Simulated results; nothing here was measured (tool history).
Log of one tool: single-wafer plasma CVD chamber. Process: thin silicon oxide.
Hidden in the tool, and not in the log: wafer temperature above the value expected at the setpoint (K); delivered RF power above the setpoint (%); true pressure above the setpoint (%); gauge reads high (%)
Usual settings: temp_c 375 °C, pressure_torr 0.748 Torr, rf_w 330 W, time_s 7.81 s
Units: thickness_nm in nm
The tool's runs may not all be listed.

run   hour  temp_c  pressure_torr  rf_w  time_s  wafers since the last listed run  hours since the last thermocouple change  hours since the last RF generator calibration  hours since the last manometer calibration  hours since the showerhead was replaced  hours since the gauge calibration  read-back reference wafer on the same gauge, thickness_nm  thickness_nm
  1    0.0     375          0.748   330    7.81                                 0                                    1634.1                                         1984.5                                      1870.2                                   4877.6                               30.5                                                     14.803        12.684
  2   11.7     375          0.748   330    7.81                               295                                    1645.8                                         1996.2                                      1881.9                                   4889.3                               42.2                                                     14.788        12.630
  3   27.7     366          0.748   330    7.81                               404                                    1661.8                                         2012.2                                      1897.9                                   4905.3                               58.2                                                     14.803        12.666
  4   67.2     366          0.748   330    7.81                               999                                    1701.3                                         2051.7                                      1937.4                                   4944.8                               97.7                                                     14.809        12.610
  5   99.1     375          0.748   330    7.81                               806                                    1733.2                                         2083.6                                      1969.3                                   4976.7                              129.6                                                     14.799        12.526
     113.0  -- capacitance manometer re-zeroed and calibrated
  6  113.5     375          0.748   330    7.81                               161                                    1747.6                                         2098.0                                         0.5                                   4991.1                              144.0                                                     14.803        13.654
  7  113.8     375          0.748   330    7.81                                 7                                    1747.9                                         2098.3                                         0.8                                   4991.4                              144.3                                                     14.803        13.653
  8  122.2     375          0.748   330    7.81                               212                                    1756.3                                         2106.7                                         9.2                                   4999.8                              152.7                                                     14.804        13.633
     142.4  -- showerhead replaced
  9  142.9     384          0.748   310    7.81                               321                                    1777.0                                         2127.4                                        29.9                                      0.5                              173.4                                                     14.800        13.244
 10  158.1     384          0.748   310    7.81                               384                                    1792.2                                         2142.6                                        45.1                                     15.7                              188.6                                                     14.798        13.253
     169.3  -- RF generator calibrated
 11  173.2     384          0.681   390    9.18                               179                                    1807.3                                            3.9                                        60.2                                     30.8                              203.7                                                     14.808        15.294
 12  183.6     375          0.624   315    6.60                               263                                    1817.7                                           14.3                                        70.6                                     41.2                              214.1                                                     14.802         9.351
 13  191.3     375          0.748   330    7.81                               194                                    1825.4                                           22.0                                        78.3                                     48.9                              221.8                                                     14.800        13.654
 14  204.2     375          0.748   280    8.57                               326                                    1838.3                                           34.9                                        91.2                                     61.8                              234.7                                                     14.791        14.117
     213.7  -- thermocouple changed; heater temperature recalibrated
 15  214.7     375          0.677   305    8.59                                63                                       1.0                                           45.4                                       101.7                                     72.3                              245.2                                                     14.797        13.173
 16  221.8     375          0.748   365    7.81                               179                                       8.1                                           52.5                                       108.8                                     79.4                              252.3                                                     14.797        14.148
     225.0  -- gauge calibrated
 17  234.2     384          0.674   390    9.03                               313                                      20.5                                           64.9                                       121.2                                     91.8                                9.2                                                     14.803        14.893
 18  248.8     375          0.748   330    6.93                               369                                      35.1                                           79.5                                       135.8                                    106.4                               23.8                                                     14.791        12.101
 19  278.8     375          0.748   330    7.81                               758                                      65.1                                          109.5                                       165.8                                    136.4                               53.8                                                     14.797        13.644
 20  289.5     366          0.806   265    9.05                               270                                      75.8                                          120.2                                       176.5                                    147.1                               64.5                                                     14.793        15.786

3 ways to go on from here, each from the tool as it stands after run 20. What would each give?
  A  289.9     375          0.585   330    7.81                                10                                      76.2                                          120.6                                       176.9                                    147.5                               64.9                                                          ?             ?
  B  289.9     369          0.748   330    8.95                                10                                      76.2                                          120.6                                       176.9                                    147.5                               64.9                                                          ?             ?
  C  289.9     389          0.860   390    7.81                                10                                      76.2                                          120.6                                       176.9                                    147.5                               64.9                                                          ?             ?

run  read-back reference wafer on the same gauge, thickness_nm  thickness_nm
  A                                                     14.800        10.494
  B                                                     14.800        15.685
  C                                                     14.800        16.264
Without the tool's hidden state the same runs would have given:
run  thickness_nm
  A        10.562
  B        15.782
  C        16.347

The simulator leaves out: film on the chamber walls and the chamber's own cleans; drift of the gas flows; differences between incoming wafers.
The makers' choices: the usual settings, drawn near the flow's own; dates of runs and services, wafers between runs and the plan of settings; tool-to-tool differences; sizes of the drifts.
